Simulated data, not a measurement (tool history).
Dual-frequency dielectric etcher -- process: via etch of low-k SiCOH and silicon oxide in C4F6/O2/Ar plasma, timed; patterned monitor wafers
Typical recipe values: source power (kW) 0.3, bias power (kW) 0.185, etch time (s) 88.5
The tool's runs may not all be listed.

run    hour  source power (kW)  bias power (kW)  etch time (s)  wafers since the last listed run  hours since the last wet clean  hours since the last source power generator calibration  hours since the last bias power generator calibration  hours since the last upper electrode change  hours since the gauge calibration  read-back reference wafer on the same gauge, depth_nm  mean etch depth across the wafer (Å)
  1       0                0.3            0.185           88.5                                 0                            54.9                                                   2854.1                                                 1584.6                                       1537.6                             1761.5                                                  214.2                                  2198
  2    54.3                0.3            0.185           88.5                               489                           109.2                                                   2908.4                                                 1638.9                                       1591.9                             1815.8                                                    214                                  2183
  3   114.6                0.3            0.198           88.5                               543                           169.5                                                   2968.7                                                 1699.2                                       1652.2                             1876.1                                                  213.8                                  2256
  4   146.5                0.3            0.198           88.5                               287                           201.4                                                   3000.6                                                 1731.1                                       1684.1                               1908                                                  214.1                                  2223
      171.9  -- wet clean of the chamber, repeated, since the last time left the tool worse
  5   204.1                0.3            0.185           88.5                               303                            32.2                                                   3058.2                                                 1788.7                                       1741.7                             1965.6                                                  214.1                                  2313
  6   236.4                0.3            0.185           88.5                               291                            64.5                                                   3090.5                                                   1821                                         1774                             1997.9                                                  214.1                                  2309
  7   294.4                0.3            0.185           88.5                               523                           122.5                                                   3148.5                                                   1879                                         1832                             2055.9                                                  213.9                                  2305
      353.8  -- source power generator calibrated
  8   364.9                0.3            0.185           88.5                               599                             193                                                     11.1                                                 1949.5                                       1902.5                             2126.4                                                    214                                  2266
      386.5  -- gauge calibrated
  9     507                0.3            0.213           88.5                              1281                           335.1                                                    153.2                                                 2091.6                                       2044.6                              120.5                                                    214                                  2399
 10   542.2                0.3            0.213           88.5                               317                           370.3                                                    188.4                                                 2126.8                                       2079.8                              155.7                                                  213.9                                  2380
      586.9  -- wet clean of the chamber
 11   590.3                0.3            0.185           88.5                               217                             3.4                                                    236.5                                                 2174.9                                       2127.9                              203.8                                                  214.1                                  2296
 12     643                0.3            0.213           88.5                               475                            56.1                                                    289.2                                                 2227.6                                       2180.6                              256.5                                                  214.1                                  2478
 13   677.3                0.3            0.185           88.5                               309                            90.4                                                    323.5                                                 2261.9                                       2214.9                              290.8                                                  213.8                                  2318
 14     711               0.25            0.163           88.5                               304                           124.1                                                    357.2                                                 2295.6                                       2248.6                              324.5                                                  214.1                                  2043
      720.8  -- bias power generator calibrated
 15   747.9                0.3            0.185           88.5                               296                             161                                                    394.1                                                   27.1                                       2285.5                              361.4                                                  214.2                                  2290
 16   781.3               0.38            0.164           88.5                               301                           194.4                                                    427.5                                                   60.5                                       2318.9                              394.8                                                  213.9                                  2356
      809.9  -- upper electrode replaced
 17   818.8                0.3            0.185           88.5                               121                           231.9                                                      465                                                     98                                          8.9                              432.3                                                  213.8                                  2291
      959.3  -- wet clean of the chamber
 18   959.8                0.3             0.22             71                              1055                             0.5                                                      606                                                    239                                        149.9                              573.3                                                  214.1                                  2033
 19   999.8                0.3            0.185           88.5                               360                            40.5                                                      646                                                    279                                        189.9                              613.3                                                    214                                  2309
 20  1066.2               0.34            0.211           81.5                               599                           106.9                                                    712.4                                                  345.4                                        256.3                              679.7                                                  213.9                                  2366
 21  1101.7               0.34            0.167             79                               320                           142.4                                                    747.9                                                  380.9                                        291.8                              715.2                                                  214.1                                  2046
 22  1164.8                0.3            0.185           88.5                               569                           205.5                                                      811                                                    444                                        354.9                              778.3                                                    214                                  2283
 23  1197.3                0.3            0.185           88.5                               293                             238                                                    843.5                                                  476.5                                        387.4                              810.8                                                  213.9                                  2258
 24  1264.5               0.26            0.185           88.5                               606                           305.2                                                    910.7                                                  543.7                                        454.6                                878                                                  213.8                                  2151
 25  1297.9               0.36            0.185           78.5                               301                           338.6                                                    944.1                                                  577.1                                          488                              911.4                                                    214                                  2141
 26  1352.4                0.3            0.142           88.5                               491                           393.1                                                    998.6                                                  631.6                                        542.5                              965.9                                                    214                                  2011
       1380  -- wet clean of the chamber
 27  1415.4                0.3             0.21           88.5                               351                            35.4                                                   1061.6                                                  694.6                                        605.5                             1028.9                                                    214                                  2452
 28  1457.4               0.36            0.207           75.5                               378                            77.4                                                   1103.6                                                  736.6                                        647.5                             1070.9                                                  214.1                                  2208

Hidden state, per run?
source power that arrives over what is set, %: 0 on each run
bias power that arrives over what is set, %: 0 on each run
gauge reads high (%): 0 on each run
H1: etch rate over this chamber's usual, %
run       H1
  1    -5.63
  2    -6.05
  3    -6.51
  4    -6.76
  5   -0.576
  6   -0.823
  7    -1.27
  8    -1.81
  9    -2.89
 10    -3.16
 11   -0.144
 12   -0.548
 13    -0.81
 14    -1.07
 15    -1.35
 16    -1.61
 17    -1.89
 18  -0.0157
 19   -0.322
 20    -0.83
 21     -1.1
 22    -1.58
 23    -1.83
 24    -2.35
 25     -2.6
 26    -3.02
 27   -0.146
 28   -0.468

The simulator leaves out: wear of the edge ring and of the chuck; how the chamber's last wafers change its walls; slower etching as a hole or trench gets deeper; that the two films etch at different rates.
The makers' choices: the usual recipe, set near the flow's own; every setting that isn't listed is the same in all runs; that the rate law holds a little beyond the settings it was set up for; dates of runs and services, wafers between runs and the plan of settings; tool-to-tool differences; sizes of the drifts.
